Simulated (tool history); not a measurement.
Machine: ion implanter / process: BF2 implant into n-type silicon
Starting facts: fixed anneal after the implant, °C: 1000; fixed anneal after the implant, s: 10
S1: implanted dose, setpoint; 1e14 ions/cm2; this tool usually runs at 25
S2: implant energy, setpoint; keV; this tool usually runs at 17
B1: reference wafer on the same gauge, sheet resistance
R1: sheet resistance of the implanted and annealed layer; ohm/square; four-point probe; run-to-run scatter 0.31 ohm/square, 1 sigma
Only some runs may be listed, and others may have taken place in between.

run,hour,S1,S2,B1,R1
1,0,25,17,183.22,209.49
2,36.9,25,17,183.05,209.94
3,119.2,25,17,182.66,209.44
4,195.5,19.65,17,182.39,214.88
5,277,25,19.5,182.07,194.95
6,352.9,25,19.5,181.73,194.62
7,394.6,25,19.5,181.42,194.23
8,486.7,25,17,181.06,208.05
9,564.4,22.92,17,180.66,209.48
10,669.1,18.19,22.5,180.35,184.47
# hour 681: extraction supply calibrated
# hour 716.2: gauge calibrated
11,717.4,30.19,19.5,183.14,192.69
12,809.5,25,17,182.8,209.73
# hour 891.5: Faraday cup replaced and dose calibrated
13,906,27.55,22,182.36,181.78
14,1004.4,25,17,182.04,208.66

Run 15, settings as shown, results not yet in. Your forecast:
15,1055.7,28.86,17,?,?

B1: 181.84
R1: 205.35 ohm/square
Minus the tool's unlogged condition, the same run would have read R1 206.74 ohm/square.
